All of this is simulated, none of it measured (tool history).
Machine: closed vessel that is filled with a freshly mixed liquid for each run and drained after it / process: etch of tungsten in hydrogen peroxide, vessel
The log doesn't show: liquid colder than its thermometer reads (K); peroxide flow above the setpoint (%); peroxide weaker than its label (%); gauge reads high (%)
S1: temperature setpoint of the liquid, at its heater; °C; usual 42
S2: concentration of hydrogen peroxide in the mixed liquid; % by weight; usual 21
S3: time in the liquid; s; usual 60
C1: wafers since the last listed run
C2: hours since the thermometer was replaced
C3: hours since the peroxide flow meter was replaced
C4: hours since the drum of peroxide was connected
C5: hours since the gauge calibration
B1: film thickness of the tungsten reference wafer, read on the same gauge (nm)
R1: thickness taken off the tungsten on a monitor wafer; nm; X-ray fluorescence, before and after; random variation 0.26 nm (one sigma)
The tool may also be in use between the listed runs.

run 1 day=0 | S1=36.5 S2=21 S3=85 | C1=0 C2=2665.9 C3=1886.4 C4=256.5 C5=257.9 | B1=80 | R1=58.47
run 2 day=1.446 | S1=36.5 S2=21 S3=85 | C1=5078 C2=2700.6 C3=1921.1 C4=291.2 C5=292.6 | B1=79.96 | R1=58.58
run 3 day=2.738 | S1=42 S2=17 S3=60 | C1=4537 C2=2731.6 C3=1952.1 C4=322.2 C5=323.6 | B1=80.01 | R1=53.33
run 4 day=3.65 | S1=42 S2=17 S3=60 | C1=3205 C2=2753.5 C3=1974 C4=344.1 C5=345.5 | B1=80 | R1=53.19
run 5 day=4.167 | S1=42 S2=17 S3=60 | C1=1814 C2=2765.9 C3=1986.4 C4=356.5 C5=357.9 | B1=79.96 | R1=52.73
run 6 day=4.704 | S1=40 S2=21 S3=60 | C1=1888 C2=2778.8 C3=1999.3 C4=369.4 C5=370.8 | B1=80.02 | R1=51.67
run 7 day=5.654 | S1=42 S2=21 S3=60 | C1=3337 C2=2801.6 C3=2022.1 C4=392.2 C5=393.6 | B1=79.98 | R1=58.89
run 8 day=6.671 | S1=42 S2=21 S3=60 | C1=3571 C2=2826 C3=2046.5 C4=416.6 C5=418 | B1=80.01 | R1=58.75
run 9 day=8.046 | S1=42 S2=19 S3=60 | C1=4830 C2=2859 C3=2079.5 C4=449.6 C5=451 | B1=80.02 | R1=55.61
run 10 day=9.079 | S1=42 S2=21 S3=60 | C1=3629 C2=2883.8 C3=2104.3 C4=474.4 C5=475.8 | B1=79.99 | R1=58.9
-- day=10.096 gauge calibrated
run 11 day=10.238 | S1=42 S2=21 S3=60 | C1=4069 C2=2911.6 C3=2132.1 C4=502.2 C5=3.4 | B1=80.02 | R1=58.29
-- day=10.6 thermometer replaced
run 12 day=11.583 | S1=42 S2=21 S3=60 | C1=4581 C2=23.6 C3=2164.4 C4=534.5 C5=35.7 | B1=80.04 | R1=58.63
run 13 day=12.483 | S1=35.5 S2=18.5 S3=40 | C1=3161 C2=45.2 C3=2186 C4=556.1 C5=57.3 | B1=79.97 | R1=23.82
-- day=13.479 new drum of peroxide connected
run 14 day=13.612 | S1=51.5 S2=18.5 S3=45 | C1=3820 C2=72.3 C3=2213.1 C4=3.2 C5=84.4 | B1=80.03 | R1=77.33
run 15 day=15.046 | S1=42 S2=23.5 S3=60 | C1=5035 C2=106.7 C3=2247.5 C4=37.6 C5=118.8 | B1=80.02 | R1=63.75
run 16 day=16.292 | S1=42 S2=21 S3=60 | C1=4376 C2=136.6 C3=2277.4 C4=67.5 C5=148.7 | B1=80.03 | R1=59.96
run 17 day=17.204 | S1=52 S2=18.5 S3=35 | C1=3205 C2=158.5 C3=2299.3 C4=89.4 C5=170.6 | B1=80.01 | R1=61.59
run 18 day=18.608 | S1=48.5 S2=18 S3=85 | C1=4932 C2=192.2 C3=2333 C4=123.1 C5=204.3 | B1=79.99 | R1=118.56

Estimate the outcome of run 19 from the log above:
run 19 day=19.879 | S1=42 S2=19 S3=60 | C1=4464 C2=222.7 C3=2363.5 C4=153.6 C5=234.8 | B1=? | R1=?

{"run 19": {"B1": 80, "R1": 57.66}}
With no hidden state in the tool, this same run would have given R1 55.11 nm.
